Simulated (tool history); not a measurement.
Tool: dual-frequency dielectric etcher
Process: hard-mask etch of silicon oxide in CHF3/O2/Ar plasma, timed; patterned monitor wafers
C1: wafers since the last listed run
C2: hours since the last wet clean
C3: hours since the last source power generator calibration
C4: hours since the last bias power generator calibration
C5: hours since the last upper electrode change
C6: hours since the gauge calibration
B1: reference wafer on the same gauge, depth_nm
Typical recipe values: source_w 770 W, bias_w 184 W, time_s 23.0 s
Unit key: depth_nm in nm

{"run": 1, "day": 0.0, "source_w": 770, "bias_w": 157, "time_s": 23.0, "C1": 0, "C2": 165.6, "C3": 4831.0, "C4": 3699.9, "C5": 4253.0, "C6": 880.9, "B1": 54.4, "depth_nm": 47.4}
{"run": 2, "day": 1.958, "source_w": 770, "bias_w": 206, "time_s": 23.0, "C1": 900, "C2": 212.6, "C3": 4878.0, "C4": 3746.9, "C5": 4300.0, "C6": 927.9, "B1": 54.2, "depth_nm": 52.9}
{"run": 3, "day": 4.617, "source_w": 770, "bias_w": 184, "time_s": 23.0, "C1": 1222, "C2": 276.4, "C3": 4941.8, "C4": 3810.7, "C5": 4363.8, "C6": 991.7, "B1": 54.2, "depth_nm": 51.1}
{"run": 4, "day": 6.012, "source_w": 770, "bias_w": 184, "time_s": 23.0, "C1": 641, "C2": 309.9, "C3": 4975.3, "C4": 3844.2, "C5": 4397.3, "C6": 1025.2, "B1": 54.4, "depth_nm": 50.9}
{"day": 6.317, "done": "source power generator calibrated"}
{"run": 5, "day": 7.575, "source_w": 770, "bias_w": 184, "time_s": 23.0, "C1": 641, "C2": 347.4, "C3": 30.2, "C4": 3881.7, "C5": 4434.8, "C6": 1062.7, "B1": 54.6, "depth_nm": 50.8}
{"run": 6, "day": 8.758, "source_w": 690, "bias_w": 184, "time_s": 23.0, "C1": 544, "C2": 375.8, "C3": 58.6, "C4": 3910.1, "C5": 4463.2, "C6": 1091.1, "B1": 54.5, "depth_nm": 48.1}
{"day": 9.825, "done": "wet clean of the chamber"}
{"run": 7, "day": 10.838, "source_w": 770, "bias_w": 184, "time_s": 21.5, "C1": 496, "C2": 24.3, "C3": 108.5, "C4": 3960.0, "C5": 4513.1, "C6": 1141.0, "B1": 54.7, "depth_nm": 48.0}
{"run": 8, "day": 12.192, "source_w": 770, "bias_w": 184, "time_s": 26.0, "C1": 622, "C2": 56.8, "C3": 141.0, "C4": 3992.5, "C5": 4545.6, "C6": 1173.5, "B1": 54.5, "depth_nm": 57.4}
{"run": 9, "day": 13.971, "source_w": 770, "bias_w": 184, "time_s": 23.0, "C1": 818, "C2": 99.5, "C3": 183.7, "C4": 4035.2, "C5": 4588.3, "C6": 1216.2, "B1": 54.7, "depth_nm": 51.0}
{"run": 10, "day": 15.779, "source_w": 770, "bias_w": 184, "time_s": 23.0, "C1": 831, "C2": 142.9, "C3": 227.1, "C4": 4078.6, "C5": 4631.7, "C6": 1259.6, "B1": 54.7, "depth_nm": 50.8}
{"run": 11, "day": 17.738, "source_w": 670, "bias_w": 184, "time_s": 23.0, "C1": 900, "C2": 189.9, "C3": 274.1, "C4": 4125.6, "C5": 4678.7, "C6": 1306.6, "B1": 54.8, "depth_nm": 47.4}
{"run": 12, "day": 19.221, "source_w": 600, "bias_w": 184, "time_s": 18.0, "C1": 682, "C2": 225.5, "C3": 309.7, "C4": 4161.2, "C5": 4714.3, "C6": 1342.2, "B1": 54.8, "depth_nm": 35.8}
{"day": 21.425, "done": "gauge calibrated"}
{"run": 13, "day": 21.433, "source_w": 770, "bias_w": 226, "time_s": 23.0, "C1": 1017, "C2": 278.6, "C3": 362.8, "C4": 4214.3, "C5": 4767.4, "C6": 0.2, "B1": 53.5, "depth_nm": 54.7}
{"day": 22.767, "done": "upper electrode replaced"}
{"run": 14, "day": 23.967, "source_w": 770, "bias_w": 184, "time_s": 23.0, "C1": 705, "C2": 339.4, "C3": 423.6, "C4": 4275.1, "C5": 28.8, "C6": 61.0, "B1": 53.6, "depth_nm": 49.8}
{"day": 24.529, "done": "bias power generator calibrated"}
{"day": 26.125, "done": "wet clean of the chamber"}
{"run": 15, "day": 26.5, "source_w": 850, "bias_w": 184, "time_s": 30.0, "C1": 628, "C2": 9.0, "C3": 484.4, "C4": 47.3, "C5": 89.6, "C6": 121.8, "B1": 53.7, "depth_nm": 68.7}
{"run": 16, "day": 28.954, "source_w": 820, "bias_w": 160, "time_s": 23.0, "C1": 1128, "C2": 67.9, "C3": 543.3, "C4": 106.2, "C5": 148.5, "C6": 180.7, "B1": 53.8, "depth_nm": 49.3}
{"run": 17, "day": 30.404, "source_w": 770, "bias_w": 184, "time_s": 23.0, "C1": 666, "C2": 102.7, "C3": 578.1, "C4": 141.0, "C5": 183.3, "C6": 215.5, "B1": 53.7, "depth_nm": 50.5}
{"run": 18, "day": 32.246, "source_w": 770, "bias_w": 184, "time_s": 23.0, "C1": 846, "C2": 146.9, "C3": 622.3, "C4": 185.2, "C5": 227.5, "C6": 259.7, "B1": 53.8, "depth_nm": 50.0}
{"run": 19, "day": 33.488, "source_w": 770, "bias_w": 184, "time_s": 23.0, "C1": 571, "C2": 176.7, "C3": 652.1, "C4": 215.0, "C5": 257.3, "C6": 289.5, "B1": 53.8, "depth_nm": 50.4}
{"run": 20, "day": 35.588, "source_w": 960, "bias_w": 197, "time_s": 19.5, "C1": 965, "C2": 227.1, "C3": 702.5, "C4": 265.4, "C5": 307.7, "C6": 339.9, "B1": 54.0, "depth_nm": 48.5}
{"run": 21, "day": 37.442, "source_w": 590, "bias_w": 227, "time_s": 18.5, "C1": 852, "C2": 271.6, "C3": 747.0, "C4": 309.9, "C5": 352.2, "C6": 384.4, "B1": 54.1, "depth_nm": 39.0}
{"run": 22, "day": 39.446, "source_w": 610, "bias_w": 164, "time_s": 25.5, "C1": 921, "C2": 319.7, "C3": 795.1, "C4": 358.0, "C5": 400.3, "C6": 432.5, "B1": 54.0, "depth_nm": 47.8}
{"run": 23, "day": 41.792, "source_w": 580, "bias_w": 184, "time_s": 17.5, "C1": 1078, "C2": 376.0, "C3": 851.4, "C4": 414.3, "C5": 456.6, "C6": 488.8, "B1": 54.1, "depth_nm": 33.4}
{"run": 24, "day": 43.671, "source_w": 700, "bias_w": 213, "time_s": 23.0, "C1": 864, "C2": 421.1, "C3": 896.5, "C4": 459.4, "C5": 501.7, "C6": 533.9, "B1": 54.2, "depth_nm": 51.2}
{"day": 44.671, "done": "wet clean of the chamber"}
{"run": 25, "day": 45.712, "source_w": 960, "bias_w": 184, "time_s": 19.5, "C1": 479, "C2": 25.0, "C3": 945.5, "C4": 508.4, "C5": 550.7, "C6": 582.9, "B1": 54.3, "depth_nm": 47.5}
{"run": 26, "day": 47.633, "source_w": 660, "bias_w": 184, "time_s": 30.0, "C1": 883, "C2": 71.1, "C3": 991.6, "C4": 554.5, "C5": 596.8, "C6": 629.0, "B1": 54.2, "depth_nm": 61.7}
{"run": 27, "day": 49.721, "source_w": 640, "bias_w": 184, "time_s": 30.0, "C1": 960, "C2": 121.2, "C3": 1041.7, "C4": 604.6, "C5": 646.9, "C6": 679.1, "B1": 54.3, "depth_nm": 60.6}
{"run": 28, "day": 52.358, "source_w": 770, "bias_w": 184, "time_s": 26.5, "C1": 1212, "C2": 184.5, "C3": 1105.0, "C4": 667.9, "C5": 710.2, "C6": 742.4, "B1": 54.5, "depth_nm": 58.8}
{"run": 29, "day": 54.192, "source_w": 830, "bias_w": 221, "time_s": 29.5, "C1": 843, "C2": 228.5, "C3": 1149.0, "C4": 711.9, "C5": 754.2, "C6": 786.4, "B1": 54.5, "depth_nm": 72.5}

Hidden state at the last listed run before each entry between runs and at the first one after, where it differs:
Runs 4 to 5: source power generator calibrated (day 6.317)
  gauge reads high (%): 1.94 -> 2.02
  difference, measured minus the result without the unlogged condition, depth_nm: +0.9 -> +1.0 nm
Runs 6 to 7: wet clean of the chamber (day 9.825)
  gauge reads high (%): 2.09 -> 2.2
  difference, measured minus the result without the unlogged condition, depth_nm: +1.0 -> +1.0 nm
Runs 12 to 13: gauge calibrated (day 21.425)
  gauge reads high (%): 2.66 -> 0.217
  difference, measured minus the result without the unlogged condition, depth_nm: +0.9 -> +0.1 nm
Runs 13 to 14: upper electrode replaced (day 22.767)
  gauge reads high (%): 0.217 -> 0.355
  difference, measured minus the result without the unlogged condition, depth_nm: +0.1 -> +0.2 nm
Runs 14 to 15: bias power generator calibrated (day 24.529); wet clean of the chamber (day 26.125)
  gauge reads high (%): 0.355 -> 0.494
  difference, measured minus the result without the unlogged condition, depth_nm: +0.2 -> +0.4 nm
Runs 24 to 25: wet clean of the chamber (day 44.671)
  gauge reads high (%): 1.43 -> 1.54
  difference, measured minus the result without the unlogged condition, depth_nm: +0.7 -> +0.7 nm
